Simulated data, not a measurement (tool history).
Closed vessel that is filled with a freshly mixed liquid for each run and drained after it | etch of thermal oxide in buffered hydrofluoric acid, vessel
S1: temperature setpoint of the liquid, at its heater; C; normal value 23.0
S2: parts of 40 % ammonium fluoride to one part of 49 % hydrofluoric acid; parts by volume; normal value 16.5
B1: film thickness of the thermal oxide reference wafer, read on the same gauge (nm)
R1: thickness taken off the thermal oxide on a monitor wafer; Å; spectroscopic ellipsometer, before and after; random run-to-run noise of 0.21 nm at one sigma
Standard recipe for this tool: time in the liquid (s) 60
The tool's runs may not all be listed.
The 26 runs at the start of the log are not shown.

{"run": 27, "hour": 295.9, "S1": 18.5, "S2": 16.5, "time in the liquid (s)": 80, "B1": 39.99, "R1": 424.2}
{"run": 28, "hour": 303.7, "S1": 23.0, "S2": 16.5, "time in the liquid (s)": 60, "B1": 40.05, "R1": 408.2}
{"run": 29, "hour": 319.9, "S1": 24.5, "S2": 10.5, "time in the liquid (s)": 50, "B1": 40.01, "R1": 578.6}
{"run": 30, "hour": 336.6, "S1": 23.0, "S2": 20.0, "time in the liquid (s)": 60, "B1": 39.95, "R1": 339.1}
{"run": 31, "hour": 348.5, "S1": 23.0, "S2": 20.0, "time in the liquid (s)": 60, "B1": 40.04, "R1": 339.0}
{"run": 32, "hour": 357.3, "S1": 18.5, "S2": 16.5, "time in the liquid (s)": 50, "B1": 39.99, "R1": 266.5}
{"run": 33, "hour": 373.0, "S1": 23.0, "S2": 16.5, "time in the liquid (s)": 60, "B1": 40.05, "R1": 411.9}
{"run": 34, "hour": 389.5, "S1": 24.5, "S2": 12.5, "time in the liquid (s)": 45, "B1": 39.97, "R1": 439.6}

Predict each of these 3 candidate next runs independently; none follows another, all start after run 34:
{"run": "A", "hour": 390.2, "S1": 23.0, "S2": 16.5, "time in the liquid (s)": 60, "B1": "?", "R1": "?"}
{"run": "B", "hour": 390.2, "S1": 27.5, "S2": 21.5, "time in the liquid (s)": 95, "B1": "?", "R1": "?"}
{"run": "C", "hour": 390.2, "S1": 20.5, "S2": 23.0, "time in the liquid (s)": 30, "B1": "?", "R1": "?"}

run=A B1=40.00 R1=416.5
run=B B1=40.00 R1=662.4
run=C B1=40.00 R1=136.2
Had the tool no hidden state, the same runs would have come out as:
run=A R1=406.5
run=B R1=647.0
run=C R1=132.9
